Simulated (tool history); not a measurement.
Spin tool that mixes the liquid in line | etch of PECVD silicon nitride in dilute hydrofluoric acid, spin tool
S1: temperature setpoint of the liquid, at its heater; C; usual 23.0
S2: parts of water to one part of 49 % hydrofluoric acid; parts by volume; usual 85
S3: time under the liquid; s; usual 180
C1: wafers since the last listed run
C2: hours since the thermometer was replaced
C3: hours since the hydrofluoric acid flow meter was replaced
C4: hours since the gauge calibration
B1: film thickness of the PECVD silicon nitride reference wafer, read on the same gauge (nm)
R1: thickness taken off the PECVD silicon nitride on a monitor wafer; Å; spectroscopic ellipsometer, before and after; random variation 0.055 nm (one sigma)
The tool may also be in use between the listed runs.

run,hour,S1,S2,S3,C1,C2,C3,C4,B1,R1
1,0.0,25.0,85,180,0,1705.7,603.3,151.8,129.99,74.0
2,20.7,25.0,85,180,216,1726.4,624.0,172.5,129.98,73.5
3,44.9,23.0,85,180,253,1750.6,648.2,196.7,129.97,63.3
4,59.9,23.0,85,180,156,1765.6,663.2,211.7,129.93,64.8
5,78.8,23.0,85,180,197,1784.5,682.1,230.6,130.05,64.3
6,109.6,23.0,85,180,322,1815.3,712.9,261.4,129.99,64.5
7,125.8,23.0,85,180,169,1831.5,729.1,277.6,129.95,64.6
8,157.4,23.0,85,180,330,1863.1,760.7,309.2,129.98,65.0
9,185.1,23.0,85,180,289,1890.8,788.4,336.9,129.96,64.0
10,218.5,23.0,85,180,349,1924.2,821.8,370.3,129.97,65.5
11,250.2,23.0,85,180,331,1955.9,853.5,402.0,130.05,64.4
12,274.2,23.0,85,180,251,1979.9,877.5,426.0,129.93,65.2
13,304.3,23.0,85,180,314,2010.0,907.6,456.1,129.99,64.5
14,332.5,23.0,115,180,295,2038.2,935.8,484.3,130.00,48.3
15,364.0,23.0,115,180,329,2069.7,967.3,515.8,130.03,49.2
16,398.5,21.5,85,180,361,2104.2,1001.8,550.3,130.01,59.7
17,434.1,26.5,85,180,372,2139.8,1037.4,585.9,130.01,82.5
18,455.1,19.0,125,145,219,2160.8,1058.4,606.9,130.02,27.7
19,479.1,23.0,85,150,251,2184.8,1082.4,630.9,130.00,54.8
20,543.6,23.0,85,180,674,2249.3,1146.9,695.4,129.98,65.9
# hour 563.1: thermometer replaced
21,566.8,26.0,85,95,232,3.7,1170.1,718.6,130.03,42.8
22,591.8,23.0,85,180,261,28.7,1195.1,743.6,130.02,66.5
23,606.6,26.5,70,75,154,43.5,1209.9,758.4,129.99,42.0
24,618.8,18.0,60,255,127,55.7,1222.1,770.6,130.00,95.2
# hour 635.8: gauge calibrated
25,645.5,23.0,85,180,279,82.4,1248.8,9.7,129.95,66.2
26,675.7,18.5,70,280,316,112.6,1279.0,39.9,130.00,91.3
27,702.2,23.0,85,180,277,139.1,1305.5,66.4,129.96,67.8
28,721.5,23.0,85,180,201,158.4,1324.8,85.7,129.98,66.9
# hour 723.8: hydrofluoric acid flow meter replaced
29,753.7,26.5,85,180,326,190.6,29.9,117.9,129.98,78.8
30,789.5,24.5,110,250,374,226.4,65.7,153.7,130.00,74.7
31,811.9,27.5,125,95,234,248.8,88.1,176.1,129.98,30.3
32,846.8,27.5,85,80,365,283.7,123.0,211.0,129.99,38.1
33,912.3,23.0,100,110,685,349.2,188.5,276.5,129.97,33.5

The tool's hidden state at each run:
liquid hotter than its thermometer reads (K): 0 in every run
gauge reads high (%): 0 in every run
H1: hydrofluoric acid flow above the setpoint (%)
run,H1
1,3.8
2,3.92
3,4.06
4,4.15
5,4.27
6,4.45
7,4.55
8,4.73
9,4.9
10,5.1
11,5.29
12,5.43
13,5.61
14,5.78
15,5.96
16,6.17
17,6.38
18,6.51
19,6.65
20,7.03
21,7.17
22,7.32
23,7.41
24,7.48
25,7.64
26,7.82
27,7.98
28,8.09
29,1.99
30,2.2
31,2.33
32,2.54
33,2.93
